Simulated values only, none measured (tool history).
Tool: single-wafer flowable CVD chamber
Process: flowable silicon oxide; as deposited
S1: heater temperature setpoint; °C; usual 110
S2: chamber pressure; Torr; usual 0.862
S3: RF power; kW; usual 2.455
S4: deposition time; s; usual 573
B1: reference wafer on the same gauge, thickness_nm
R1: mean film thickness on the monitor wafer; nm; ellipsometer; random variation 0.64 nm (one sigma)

run 1 hour=0 | S1=110 S2=0.862 S3=2.595 S4=515 | B1=277.013 | R1=253.947
run 2 hour=69.9 | S1=110 S2=0.862 S3=2.595 S4=515 | B1=277.041 | R1=251.905
run 3 hour=346.2 | S1=110 S2=0.862 S3=2.455 S4=573 | B1=277.023 | R1=278.488
run 4 hour=410.9 | S1=110 S2=0.862 S3=2.455 S4=573 | B1=276.807 | R1=278.448
run 5 hour=457.8 | S1=110 S2=0.862 S3=2.455 S4=573 | B1=277.127 | R1=278.175
run 6 hour=504.7 | S1=110 S2=0.862 S3=2.455 S4=499 | B1=277.247 | R1=242.997
run 7 hour=612.4 | S1=110 S2=0.862 S3=2.455 S4=499 | B1=276.994 | R1=241.996
-- hour=615.1 gauge calibrated
run 8 hour=663 | S1=110 S2=0.862 S3=2.455 S4=499 | B1=277.117 | R1=242.439
-- hour=740.1 capacitance manometer re-zeroed and calibrated
run 9 hour=740.6 | S1=110 S2=0.862 S3=2.455 S4=573 | B1=276.903 | R1=279.096
run 10 hour=778.2 | S1=110 S2=0.862 S3=2.455 S4=573 | B1=276.996 | R1=279.421
run 11 hour=832.1 | S1=110 S2=0.916 S3=2.455 S4=573 | B1=277.081 | R1=294.528
run 12 hour=877.2 | S1=110 S2=0.862 S3=2.455 S4=573 | B1=277.074 | R1=278.197
run 13 hour=976.6 | S1=110 S2=0.862 S3=2.455 S4=621 | B1=277.05 | R1=300.409
run 14 hour=1031.9 | S1=110 S2=0.862 S3=2.455 S4=573 | B1=277.03 | R1=278.087
-- hour=1126.8 showerhead replaced
run 15 hour=1128.3 | S1=115 S2=0.862 S3=2.455 S4=610 | B1=277.011 | R1=257.74
-- hour=1209.5 thermocouple changed; heater temperature recalibrated
run 16 hour=1230 | S1=110 S2=0.653 S3=2.455 S4=605 | B1=277.115 | R1=222.73
-- hour=1249.5 RF generator calibrated
run 17 hour=1285.3 | S1=110 S2=0.763 S3=2.16 S4=466 | B1=277.166 | R1=195.631

Forecast run 18:
run 18 hour=1335.5 | S1=110 S2=1.028 S3=2.675 S4=512 | B1=? | R1=?

Run 18 gave B1 276.861, R1 299.08 nm.
Without the tool's hidden state the same run would have given R1 299.08 nm.

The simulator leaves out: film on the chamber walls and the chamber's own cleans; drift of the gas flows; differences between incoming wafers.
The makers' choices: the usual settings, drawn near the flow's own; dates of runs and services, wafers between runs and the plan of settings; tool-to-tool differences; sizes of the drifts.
